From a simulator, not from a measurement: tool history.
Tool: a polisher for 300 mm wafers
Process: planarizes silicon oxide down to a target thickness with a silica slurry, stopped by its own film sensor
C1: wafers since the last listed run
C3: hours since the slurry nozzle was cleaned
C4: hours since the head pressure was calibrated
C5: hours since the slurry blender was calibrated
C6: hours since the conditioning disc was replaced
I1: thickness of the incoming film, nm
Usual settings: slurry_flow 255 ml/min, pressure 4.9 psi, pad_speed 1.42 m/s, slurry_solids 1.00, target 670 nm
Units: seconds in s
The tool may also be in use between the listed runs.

{"run": 1, "day": 0.0, "slurry_flow": 255, "pressure": 4.9, "pad_speed": 1.42, "slurry_solids": 1.0, "target": 670, "C1": 0, "wafers polished on this pad": 997, "C3": 300.2, "C4": 594.0, "C5": 118.4, "C6": 88.4, "I1": 1185.0, "seconds": 136.2}
{"day": 0.329, "done": "worn pad replaced by a new one"}
{"day": 0.892, "done": "slurry blender recalibrated"}
{"run": 2, "day": 0.992, "slurry_flow": 255, "pressure": 4.9, "pad_speed": 1.42, "slurry_solids": 1.0, "target": 670, "C1": 130, "wafers polished on this pad": 101, "C3": 324.0, "C4": 617.8, "C5": 2.4, "C6": 112.2, "I1": 1195.4, "seconds": 127.3}
{"run": 3, "day": 2.388, "slurry_flow": 255, "pressure": 4.9, "pad_speed": 1.42, "slurry_solids": 1.0, "target": 670, "C1": 245, "wafers polished on this pad": 347, "C3": 357.5, "C4": 651.3, "C5": 35.9, "C6": 145.7, "I1": 1185.0, "seconds": 127.6}
{"run": 4, "day": 3.792, "slurry_flow": 255, "pressure": 4.9, "pad_speed": 1.42, "slurry_solids": 1.0, "target": 670, "C1": 246, "wafers polished on this pad": 594, "C3": 391.2, "C4": 685.0, "C5": 69.6, "C6": 179.4, "I1": 1213.7, "seconds": 143.3}
{"run": 5, "day": 4.508, "slurry_flow": 255, "pressure": 4.9, "pad_speed": 1.42, "slurry_solids": 1.0, "target": 603, "C1": 126, "wafers polished on this pad": 720, "C3": 408.4, "C4": 702.2, "C5": 86.8, "C6": 196.6, "I1": 1207.0, "seconds": 160.0}
{"run": 6, "day": 5.012, "slurry_flow": 255, "pressure": 4.9, "pad_speed": 1.42, "slurry_solids": 1.0, "target": 603, "C1": 88, "wafers polished on this pad": 808, "C3": 420.5, "C4": 714.3, "C5": 98.9, "C6": 208.7, "I1": 1195.7, "seconds": 154.9}
{"run": 7, "day": 5.729, "slurry_flow": 255, "pressure": 4.9, "pad_speed": 1.42, "slurry_solids": 1.0, "target": 603, "C1": 126, "wafers polished on this pad": 934, "C3": 437.7, "C4": 731.5, "C5": 116.1, "C6": 225.9, "I1": 1194.6, "seconds": 158.3}
{"day": 5.917, "done": "worn pad replaced by a new one"}
{"day": 6.388, "done": "slurry blender recalibrated"}
{"run": 8, "day": 7.192, "slurry_flow": 255, "pressure": 4.9, "pad_speed": 1.42, "slurry_solids": 1.0, "target": 670, "C1": 213, "wafers polished on this pad": 209, "C3": 472.8, "C4": 766.6, "C5": 19.3, "C6": 261.0, "I1": 1178.5, "seconds": 126.3}
{"day": 7.612, "done": "head pressure recalibrated"}
{"run": 9, "day": 8.571, "slurry_flow": 255, "pressure": 4.9, "pad_speed": 1.54, "slurry_solids": 1.0, "target": 670, "C1": 227, "wafers polished on this pad": 437, "C3": 505.9, "C4": 23.0, "C5": 52.4, "C6": 294.1, "I1": 1178.7, "seconds": 122.2}
{"run": 10, "day": 9.883, "slurry_flow": 325, "pressure": 4.9, "pad_speed": 1.42, "slurry_solids": 1.0, "target": 581, "C1": 230, "wafers polished on this pad": 668, "C3": 537.4, "C4": 54.5, "C5": 83.9, "C6": 325.6, "I1": 1215.4, "seconds": 161.2}
{"run": 11, "day": 11.117, "slurry_flow": 325, "pressure": 4.9, "pad_speed": 1.42, "slurry_solids": 1.0, "target": 581, "C1": 216, "wafers polished on this pad": 885, "C3": 567.0, "C4": 84.1, "C5": 113.5, "C6": 355.2, "I1": 1197.0, "seconds": 156.2}
{"run": 12, "day": 11.796, "slurry_flow": 255, "pressure": 4.9, "pad_speed": 1.42, "slurry_solids": 1.0, "target": 670, "C1": 119, "wafers polished on this pad": 1005, "C3": 583.3, "C4": 100.4, "C5": 129.8, "C6": 371.5, "I1": 1194.1, "seconds": 135.7}
{"day": 11.967, "done": "conditioning disc replaced and pad reconditioned"}
{"day": 11.992, "done": "worn pad replaced by a new one"}
{"day": 13.083, "done": "slurry blender recalibrated"}
{"run": 13, "day": 13.15, "slurry_flow": 255, "pressure": 4.9, "pad_speed": 1.54, "slurry_solids": 1.0, "target": 670, "C1": 204, "wafers polished on this pad": 188, "C3": 615.8, "C4": 132.9, "C5": 1.6, "C6": 28.4, "I1": 1195.8, "seconds": 119.1}
{"run": 14, "day": 14.35, "slurry_flow": 295, "pressure": 4.9, "pad_speed": 1.74, "slurry_solids": 1.3, "target": 836, "C1": 211, "wafers polished on this pad": 399, "C3": 644.6, "C4": 161.7, "C5": 30.4, "C6": 57.2, "I1": 1199.4, "seconds": 72.2}
{"day": 14.925, "done": "slurry nozzle cleaned"}
{"run": 15, "day": 15.667, "slurry_flow": 255, "pressure": 4.9, "pad_speed": 1.42, "slurry_solids": 1.0, "target": 670, "C1": 224, "wafers polished on this pad": 624, "C3": 17.8, "C4": 193.3, "C5": 62.0, "C6": 88.8, "I1": 1200.4, "seconds": 135.9}
{"run": 16, "day": 16.671, "slurry_flow": 255, "pressure": 3.5, "pad_speed": 1.42, "slurry_solids": 1.0, "target": 670, "C1": 176, "wafers polished on this pad": 800, "C3": 41.9, "C4": 217.4, "C5": 86.1, "C6": 112.9, "I1": 1194.3, "seconds": 194.9}
{"run": 17, "day": 17.5, "slurry_flow": 255, "pressure": 4.9, "pad_speed": 1.42, "slurry_solids": 0.7, "target": 670, "C1": 145, "wafers polished on this pad": 946, "C3": 61.8, "C4": 237.3, "C5": 106.0, "C6": 132.8, "I1": 1213.3, "seconds": 172.1}
{"day": 17.708, "done": "worn pad replaced by a new one"}
{"run": 18, "day": 18.704, "slurry_flow": 255, "pressure": 4.9, "pad_speed": 1.42, "slurry_solids": 1.2, "target": 670, "C1": 182, "wafers polished on this pad": 175, "C3": 90.7, "C4": 266.2, "C5": 134.9, "C6": 161.7, "I1": 1205.4, "seconds": 131.4}
{"day": 19.088, "done": "slurry blender recalibrated"}
{"run": 19, "day": 19.279, "slurry_flow": 255, "pressure": 4.9, "pad_speed": 1.42, "slurry_solids": 1.0, "target": 670, "C1": 86, "wafers polished on this pad": 261, "C3": 104.5, "C4": 280.0, "C5": 4.6, "C6": 175.5, "I1": 1191.2, "seconds": 125.4}
{"run": 20, "day": 20.65, "slurry_flow": 220, "pressure": 4.9, "pad_speed": 1.84, "slurry_solids": 1.1, "target": 670, "C1": 241, "wafers polished on this pad": 502, "C3": 137.4, "C4": 312.9, "C5": 37.5, "C6": 208.4, "I1": 1205.5, "seconds": 112.5}
{"run": 21, "day": 21.908, "slurry_flow": 255, "pressure": 4.9, "pad_speed": 1.06, "slurry_solids": 1.0, "target": 670, "C1": 221, "wafers polished on this pad": 724, "C3": 167.6, "C4": 343.1, "C5": 67.7, "C6": 238.6, "I1": 1201.4, "seconds": 161.7}
{"day": 22.858, "done": "worn pad replaced by a new one"}
{"run": 22, "day": 22.942, "slurry_flow": 215, "pressure": 6.2, "pad_speed": 1.0, "slurry_solids": 1.0, "target": 530, "C1": 152, "wafers polished on this pad": 15, "C3": 192.4, "C4": 367.9, "C5": 92.5, "C6": 263.4, "I1": 1184.3, "seconds": 170.6}
{"run": 23, "day": 24.388, "slurry_flow": 255, "pressure": 4.9, "pad_speed": 1.42, "slurry_solids": 1.0, "target": 670, "C1": 254, "wafers polished on this pad": 269, "C3": 227.1, "C4": 402.6, "C5": 127.2, "C6": 298.1, "I1": 1206.6, "seconds": 139.1}
{"run": 24, "day": 25.404, "slurry_flow": 320, "pressure": 3.3, "pad_speed": 1.42, "slurry_solids": 1.0, "target": 554, "C1": 178, "wafers polished on this pad": 448, "C3": 251.5, "C4": 427.0, "C5": 151.6, "C6": 322.5, "I1": 1206.1, "seconds": 255.4}

Forecast each of these 5 alternatives for the next run:
{"run": "A", "day": 25.425, "slurry_flow": 255, "pressure": 4.9, "pad_speed": 1.42, "slurry_solids": 1.0, "target": 607, "C1": 3, "wafers polished on this pad": 451, "C3": 252.0, "C4": 427.5, "C5": 152.1, "C6": 323.0, "I1": 1187.9, "seconds": "?"}
{"run": "B", "day": 25.425, "slurry_flow": 340, "pressure": 4.9, "pad_speed": 1.64, "slurry_solids": 0.85, "target": 670, "C1": 3, "wafers polished on this pad": 451, "C3": 252.0, "C4": 427.5, "C5": 152.1, "C6": 323.0, "I1": 1187.9, "seconds": "?"}
{"run": "C", "day": 25.425, "slurry_flow": 190, "pressure": 6.0, "pad_speed": 1.04, "slurry_solids": 1.15, "target": 670, "C1": 3, "wafers polished on this pad": 451, "C3": 252.0, "C4": 427.5, "C5": 152.1, "C6": 323.0, "I1": 1187.9, "seconds": "?"}
{"run": "D", "day": 25.425, "slurry_flow": 285, "pressure": 3.2, "pad_speed": 1.42, "slurry_solids": 1.0, "target": 784, "C1": 3, "wafers polished on this pad": 451, "C3": 252.0, "C4": 427.5, "C5": 152.1, "C6": 323.0, "I1": 1187.9, "seconds": "?"}
{"run": "E", "day": 25.425, "slurry_flow": 255, "pressure": 4.9, "pad_speed": 1.02, "slurry_solids": 1.0, "target": 670, "C1": 3, "wafers polished on this pad": 451, "C3": 252.0, "C4": 427.5, "C5": 152.1, "C6": 323.0, "I1": 1187.9, "seconds": "?"}

run=A seconds=155.4
run=B seconds=133.1
run=C seconds=132.6
run=D seconds=163.5
run=E seconds=167.7
Without the tool's hidden state the same runs would have given:
run=A seconds=139.5
run=B seconds=118.5
run=C seconds=119.8
run=D seconds=146.7
run=E seconds=150.6
